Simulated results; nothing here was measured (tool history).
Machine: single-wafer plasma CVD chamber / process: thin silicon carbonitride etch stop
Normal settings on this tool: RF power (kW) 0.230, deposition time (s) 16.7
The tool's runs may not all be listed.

| run | hour | RF power (kW) | deposition time (s) | read-back reference wafer on the same gauge, thickness_nm | mean film thickness on the monitor wafer (angstrom) |
|---|---|---|---|---|---|
| 1 | 0.0 | 0.230 | 16.7 | 8.831 | 96.93 |
| 2 | 11.6 | 0.200 | 16.7 | 8.833 | 92.82 |
| 3 | 23.9 | 0.200 | 16.7 | 8.831 | 92.62 |
| 4 | 32.6 | 0.200 | 16.7 | 8.830 | 92.76 |
| 5 | 43.4 | 0.230 | 16.7 | 8.830 | 97.31 |
| 6 | 54.3 | 0.230 | 16.7 | 8.831 | 97.31 |
| 7 | 64.6 | 0.230 | 16.7 | 8.832 | 96.92 |
|  | 70.9 | gauge calibrated |
| 8 | 84.4 | 0.230 | 15.6 | 8.831 | 90.60 |
|  | 94.2 | showerhead replaced, of another model than before |
| 9 | 95.3 | 0.275 | 13.7 | 8.829 | 83.55 |
|  | 106.2 | thermocouple changed; heater temperature recalibrated |
| 10 | 144.2 | 0.250 | 16.7 | 8.828 | 99.87 |
|  | 157.3 | RF generator calibrated |
| 11 | 157.8 | 0.260 | 19.5 | 8.830 | 119.58 |
| 12 | 165.5 | 0.250 | 13.4 | 8.832 | 81.48 |
| 13 | 172.9 | 0.195 | 18.6 | 8.829 | 107.21 |
| 14 | 190.7 | 0.230 | 16.7 | 8.830 | 99.67 |
| 15 | 199.7 | 0.230 | 16.7 | 8.831 | 99.50 |
| 16 | 212.5 | 0.230 | 16.7 | 8.829 | 99.73 |

Branching from run 16: 3 alternative next runs. What would each branch give?
| A | 212.9 | 0.230 | 18.2 | ? | ? |
| B | 212.9 | 0.230 | 19.7 | ? | ? |
| C | 212.9 | 0.195 | 15.1 | ? | ? |

| run | read-back reference wafer on the same gauge, thickness_nm | mean film thickness on the monitor wafer (angstrom) |
|---|---|---|
| A | 8.831 | 108.44 |
| B | 8.831 | 117.38 |
| C | 8.831 | 86.91 |
The same runs, with their run-to-run variation unchanged, on a tool lacking any hidden condition would have given:
| run | mean film thickness on the monitor wafer (angstrom) |
|---|---|
| A | 108.74 |
| B | 117.70 |
| C | 87.15 |
